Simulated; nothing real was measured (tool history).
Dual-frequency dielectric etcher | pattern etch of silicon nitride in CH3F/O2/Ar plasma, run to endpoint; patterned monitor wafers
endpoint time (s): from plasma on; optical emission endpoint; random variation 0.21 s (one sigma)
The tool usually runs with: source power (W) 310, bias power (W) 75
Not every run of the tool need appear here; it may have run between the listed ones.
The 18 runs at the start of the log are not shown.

run,day,source power (W),bias power (W),"incoming incoming film thickness, nm",endpoint time (s)
19,12.254,280,91,21.42,31.5
20,12.717,310,75,21.60,33.4
21,13.288,260,75,21.40,34.8
22,13.929,310,64,21.49,35.4
23,14.671,390,75,21.39,30.6
24,15.275,280,67,21.41,35.8
25,16.008,380,86,21.36,28.7
26,16.321,240,89,21.34,33.4
27,16.742,250,75,21.36,36.0
28,17.133,350,94,21.24,28.8
29,17.846,380,75,21.33,30.6
30,19.700,310,75,21.27,32.5
31,20.188,310,75,21.44,32.8
32,20.508,230,75,21.50,37.2
33,21.083,270,64,21.58,37.0
34,21.675,310,62,21.45,35.7
35,22.192,310,75,21.40,32.8
36,22.596,380,68,21.37,32.4

Each row is a separate what-if for the run after 36, all from the same tool condition, not one after another. Results?
A,22.612,310,75,21.36,?
B,22.612,280,66,21.36,?
C,22.612,370,83,21.36,?
D,22.612,310,84,21.36,?

run,endpoint time (s)
A,33.1
B,36.1
C,29.8
D,31.6
The same runs, with their run-to-run variation unchanged, on a tool lacking any hidden condition would have given:
run,endpoint time (s)
A,33.1
B,36.1
C,29.8
D,31.6
